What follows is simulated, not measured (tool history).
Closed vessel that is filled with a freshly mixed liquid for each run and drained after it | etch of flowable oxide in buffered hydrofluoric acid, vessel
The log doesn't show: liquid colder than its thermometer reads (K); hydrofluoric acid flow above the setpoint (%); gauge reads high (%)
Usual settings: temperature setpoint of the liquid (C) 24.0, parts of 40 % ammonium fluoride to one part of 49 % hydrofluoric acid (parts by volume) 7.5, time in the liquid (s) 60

| run | hour | temperature setpoint of the liquid (C) | parts of 40 % ammonium fluoride to one part of 49 % hydrofluoric acid (parts by volume) | time in the liquid (s) | wafers since the last listed run | hours since the thermometer was replaced | hours since the hydrofluoric acid flow meter was replaced | hours since the gauge calibration | read-back film thickness of the flowable oxide reference wafer, read on the same gauge (nm) | thickness taken off the flowable oxide on a monitor wafer (nm) |
|---|---|---|---|---|---|---|---|---|---|---|
| 1 | 0.0 | 24.0 | 9.5 | 60 | 0 | 2220.4 | 381.9 | 51.0 | 60.02 | 165.07 |
| 2 | 75.7 | 24.0 | 9.5 | 60 | 5722 | 2296.1 | 457.6 | 126.7 | 60.00 | 165.10 |
| 3 | 120.2 | 24.0 | 9.5 | 60 | 3363 | 2340.6 | 502.1 | 171.2 | 60.02 | 166.09 |
| 4 | 179.9 | 24.0 | 5.0 | 60 | 4512 | 2400.3 | 561.8 | 230.9 | 59.99 | 300.48 |
| 5 | 255.4 | 24.0 | 5.0 | 60 | 5706 | 2475.8 | 637.3 | 306.4 | 60.01 | 304.06 |
| 6 | 301.7 | 24.0 | 5.0 | 60 | 3499 | 2522.1 | 683.6 | 352.7 | 59.98 | 299.75 |
| 7 | 344.6 | 24.0 | 7.5 | 60 | 3242 | 2565.0 | 726.5 | 395.6 | 60.01 | 212.88 |
|  | 401.0 | thermometer replaced |
| 8 | 441.0 | 27.5 | 7.5 | 60 | 7211 | 40.0 | 822.9 | 492.0 | 59.98 | 285.08 |
| 9 | 546.2 | 24.0 | 7.5 | 60 | 7951 | 145.2 | 928.1 | 597.2 | 60.00 | 232.16 |
|  | 603.6 | gauge calibrated |
|  | 632.2 | hydrofluoric acid flow meter replaced |
| 10 | 645.2 | 29.0 | 6.5 | 60 | 7407 | 244.2 | 13.0 | 41.6 | 60.03 | 332.41 |
| 11 | 780.3 | 26.5 | 9.5 | 40 | 10212 | 379.3 | 148.1 | 176.7 | 59.99 | 133.75 |
| 12 | 825.6 | 24.0 | 9.0 | 60 | 3424 | 424.6 | 193.4 | 222.0 | 60.01 | 184.46 |
| 13 | 890.9 | 28.0 | 7.5 | 50 | 4935 | 489.9 | 258.7 | 287.3 | 60.02 | 231.52 |
| 14 | 983.2 | 28.5 | 5.0 | 60 | 6976 | 582.2 | 351.0 | 379.6 | 59.97 | 407.72 |
| 15 | 1025.3 | 29.0 | 7.5 | 75 | 3182 | 624.3 | 393.1 | 421.7 | 59.99 | 373.80 |

3 ways to go on from here, each from the tool as it stands after run 15. What would each give?
| A | 1026.0 | 24.0 | 10.0 | 60 | 52 | 625.0 | 393.8 | 422.4 | ? | ? |
| B | 1026.0 | 24.0 | 9.5 | 35 | 52 | 625.0 | 393.8 | 422.4 | ? | ? |
| C | 1026.0 | 24.0 | 6.0 | 60 | 52 | 625.0 | 393.8 | 422.4 | ? | ? |

| run | read-back film thickness of the flowable oxide reference wafer, read on the same gauge (nm) | thickness taken off the flowable oxide on a monitor wafer (nm) |
|---|---|---|
| A | 59.98 | 170.77 |
| B | 59.98 | 102.88 |
| C | 59.98 | 275.29 |
Without the tool's hidden state the same runs would have given:
| run | thickness taken off the flowable oxide on a monitor wafer (nm) |
|---|---|
| A | 173.44 |
| B | 104.50 |
| C | 278.02 |
